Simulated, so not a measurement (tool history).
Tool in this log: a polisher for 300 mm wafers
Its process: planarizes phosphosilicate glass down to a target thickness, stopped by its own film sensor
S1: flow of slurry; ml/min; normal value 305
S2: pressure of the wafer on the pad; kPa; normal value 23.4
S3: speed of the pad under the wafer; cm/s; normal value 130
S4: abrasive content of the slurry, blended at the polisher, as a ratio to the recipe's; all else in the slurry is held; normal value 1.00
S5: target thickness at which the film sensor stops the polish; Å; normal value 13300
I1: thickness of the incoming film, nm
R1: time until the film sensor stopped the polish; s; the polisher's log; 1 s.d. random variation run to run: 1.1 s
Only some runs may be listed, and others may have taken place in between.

{"run": 1, "hour": 0.0, "S1": 305, "S2": 23.4, "S3": 130, "S4": 1.0, "S5": 13300, "I1": 2068.8, "R1": 64.8}
{"hour": 19.0, "done": "worn pad replaced by a new one"}
{"run": 2, "hour": 36.4, "S1": 305, "S2": 23.4, "S3": 130, "S4": 1.0, "S5": 13300, "I1": 2120.9, "R1": 59.6}
{"hour": 62.5, "done": "conditioning disc replaced and pad reconditioned"}
{"run": 3, "hour": 87.2, "S1": 305, "S2": 23.4, "S3": 130, "S4": 1.0, "S5": 11340, "I1": 2122.4, "R1": 76.2}
{"hour": 115.5, "done": "slurry blender recalibrated"}
{"run": 4, "hour": 144.1, "S1": 305, "S2": 23.4, "S3": 130, "S4": 1.0, "S5": 13300, "I1": 2108.8, "R1": 59.4}
{"run": 5, "hour": 201.8, "S1": 305, "S2": 23.4, "S3": 130, "S4": 1.0, "S5": 13300, "I1": 2102.5, "R1": 59.5}
{"run": 6, "hour": 251.8, "S1": 305, "S2": 23.4, "S3": 130, "S4": 1.0, "S5": 13300, "I1": 2151.7, "R1": 69.1}
{"hour": 278.8, "done": "worn pad replaced by a new one"}
{"run": 7, "hour": 295.3, "S1": 305, "S2": 23.4, "S3": 130, "S4": 0.8, "S5": 13300, "I1": 2097.0, "R1": 65.2}
{"hour": 317.2, "done": "head pressure recalibrated"}
{"run": 8, "hour": 345.3, "S1": 305, "S2": 23.4, "S3": 130, "S4": 1.0, "S5": 13300, "I1": 2144.7, "R1": 60.8}
{"hour": 396.7, "done": "slurry blender recalibrated"}
{"run": 9, "hour": 407.3, "S1": 305, "S2": 23.4, "S3": 130, "S4": 1.0, "S5": 13300, "I1": 2122.0, "R1": 61.9}
{"run": 10, "hour": 473.6, "S1": 405, "S2": 23.4, "S3": 130, "S4": 1.0, "S5": 13300, "I1": 2108.3, "R1": 59.5}
{"hour": 505.3, "done": "conditioning disc replaced and pad reconditioned"}
{"run": 11, "hour": 520.0, "S1": 335, "S2": 30.3, "S3": 90, "S4": 1.0, "S5": 13300, "I1": 2102.5, "R1": 60.7}
{"hour": 555.4, "done": "worn pad replaced by a new one"}
{"run": 12, "hour": 578.5, "S1": 305, "S2": 23.4, "S3": 130, "S4": 1.1, "S5": 13300, "I1": 2125.1, "R1": 56.4}
{"run": 13, "hour": 608.3, "S1": 305, "S2": 17.9, "S3": 130, "S4": 1.0, "S5": 13300, "I1": 2073.7, "R1": 72.3}
{"hour": 660.5, "done": "slurry blender recalibrated"}
{"run": 14, "hour": 672.1, "S1": 305, "S2": 28.3, "S3": 130, "S4": 0.8, "S5": 13300, "I1": 2098.9, "R1": 55.8}
{"hour": 687.8, "done": "slurry nozzle cleaned"}
{"run": 15, "hour": 701.8, "S1": 345, "S2": 23.4, "S3": 130, "S4": 1.0, "S5": 13300, "I1": 2139.5, "R1": 61.7}
{"run": 16, "hour": 729.4, "S1": 305, "S2": 23.4, "S3": 130, "S4": 1.0, "S5": 13300, "I1": 2083.4, "R1": 60.3}
{"run": 17, "hour": 757.7, "S1": 305, "S2": 23.4, "S3": 130, "S4": 1.0, "S5": 13300, "I1": 2128.8, "R1": 64.9}
{"run": 18, "hour": 802.7, "S1": 240, "S2": 23.4, "S3": 90, "S4": 0.8, "S5": 14720, "I1": 2107.8, "R1": 71.2}
{"run": 19, "hour": 833.7, "S1": 305, "S2": 29.0, "S3": 110, "S4": 1.15, "S5": 11970, "I1": 2105.7, "R1": 63.4}
{"hour": 862.5, "done": "worn pad replaced by a new one"}
{"run": 20, "hour": 902.4, "S1": 305, "S2": 23.4, "S3": 130, "S4": 1.0, "S5": 14710, "I1": 2141.8, "R1": 51.3}
{"hour": 918.1, "done": "slurry blender recalibrated"}
{"run": 21, "hour": 950.0, "S1": 305, "S2": 21.4, "S3": 130, "S4": 1.0, "S5": 13300, "I1": 2112.0, "R1": 65.4}
{"run": 22, "hour": 981.1, "S1": 245, "S2": 23.4, "S3": 108, "S4": 1.0, "S5": 13300, "I1": 2076.4, "R1": 65.2}
{"hour": 1011.1, "done": "conditioning disc replaced and pad reconditioned"}
{"run": 23, "hour": 1044.4, "S1": 305, "S2": 28.3, "S3": 130, "S4": 1.0, "S5": 14950, "I1": 2115.8, "R1": 41.6}
{"run": 24, "hour": 1096.4, "S1": 350, "S2": 23.4, "S3": 130, "S4": 1.0, "S5": 13300, "I1": 2096.6, "R1": 62.8}

5 options for the next run, each taken on its own from the tool as it stands now. Forecast them:
{"run": "A", "hour": 1096.8, "S1": 305, "S2": 23.4, "S3": 130, "S4": 1.25, "S5": 13300, "I1": 2114.8, "R1": "?"}
{"run": "B", "hour": 1096.8, "S1": 345, "S2": 23.4, "S3": 96, "S4": 1.0, "S5": 12320, "I1": 2114.8, "R1": "?"}
{"run": "C", "hour": 1096.8, "S1": 230, "S2": 23.4, "S3": 130, "S4": 1.0, "S5": 11650, "I1": 2114.8, "R1": "?"}
{"run": "D", "hour": 1096.8, "S1": 305, "S2": 23.4, "S3": 110, "S4": 1.0, "S5": 13300, "I1": 2114.8, "R1": "?"}
{"run": "E", "hour": 1096.8, "S1": 210, "S2": 23.4, "S3": 102, "S4": 1.2, "S5": 13300, "I1": 2114.8, "R1": "?"}

run=A R1=60.7
run=B R1=87.9
run=C R1=84.1
run=D R1=73.7
run=E R1=73.4
Without the tool's hidden state the same runs would have given:
run=A R1=54.5
run=B R1=78.9
run=C R1=75.5
run=D R1=66.1
run=E R1=65.9

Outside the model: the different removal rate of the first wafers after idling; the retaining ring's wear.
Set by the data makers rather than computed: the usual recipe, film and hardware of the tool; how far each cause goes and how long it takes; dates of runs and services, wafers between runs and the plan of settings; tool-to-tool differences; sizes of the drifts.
